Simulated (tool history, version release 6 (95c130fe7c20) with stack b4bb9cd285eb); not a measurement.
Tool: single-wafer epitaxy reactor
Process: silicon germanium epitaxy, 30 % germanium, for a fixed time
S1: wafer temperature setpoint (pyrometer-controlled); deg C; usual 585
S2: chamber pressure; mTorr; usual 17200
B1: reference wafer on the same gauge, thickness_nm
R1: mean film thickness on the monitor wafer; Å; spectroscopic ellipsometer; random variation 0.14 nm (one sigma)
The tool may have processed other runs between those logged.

run	hour	S1	S2	B1	R1
1	0.0	585	15200	36.591	368.06
2	17.6	585	15200	36.579	369.44
3	32.4	585	17200	36.587	385.12
4	54.5	585	17200	36.606	384.39
5	82.3	585	17200	36.590	383.15
6	106.2	585	17200	36.578	382.00
7	134.4	585	17200	36.591	382.22
8	152.0	585	17200	36.591	381.03
9	173.5	585	14900	36.601	375.92
10	187.9	595	15400	36.585	456.52
11	204.3	595	15200	36.586	457.02
12	239.3	579	16100	36.607	345.31
13	273.3	585	17200	36.589	405.30
14	311.8	577	14600	36.585	326.32
15	404.4	579	16000	36.638	349.01
16	507.0	581	13600	36.610	339.81
17	535.7	585	17200	36.581	397.00
18	562.0	598	18400	36.597	511.69

Withheld: 4 entries from between the runs. Position of each, and hidden state at the listed run before versus the listed run after:
After run 8, before run 9: pyrometer calibrated (hour 173.0)
  wafer temperature above the value expected at the setpoint (K): -2.53 -> -0.521; true pressure above the setpoint (%): -5.87 -> -5.9
  the result without the hidden state subtracted from the measured one, R1: -27.02 -> -11.95 Å
After run 12, before run 13: capacitance manometer re-zeroed and calibrated (hour 259.3)
  wafer temperature above the value expected at the setpoint (K): -0.532 -> -0.547; true pressure above the setpoint (%): -5.99 -> -0.18
  the result without the hidden state subtracted from the measured one, R1: -11.22 -> -4.39 Å
After run 13, before run 14: showerhead replaced (hour 311.3)
  wafer temperature above the value expected at the setpoint (K): -0.547 -> -0.572; true pressure above the setpoint (%): -0.18 -> -1.11
  the result without the hidden state subtracted from the measured one, R1: -4.39 -> -4.86 Å
After run 15, before run 16: gauge calibrated (hour 442.0)
  wafer temperature above the value expected at the setpoint (K): -0.663 -> -0.817; true pressure above the setpoint (%): -2.92 -> -4.4
  the result without the hidden state subtracted from the measured one, R1: -8.14 -> -10.80 Å
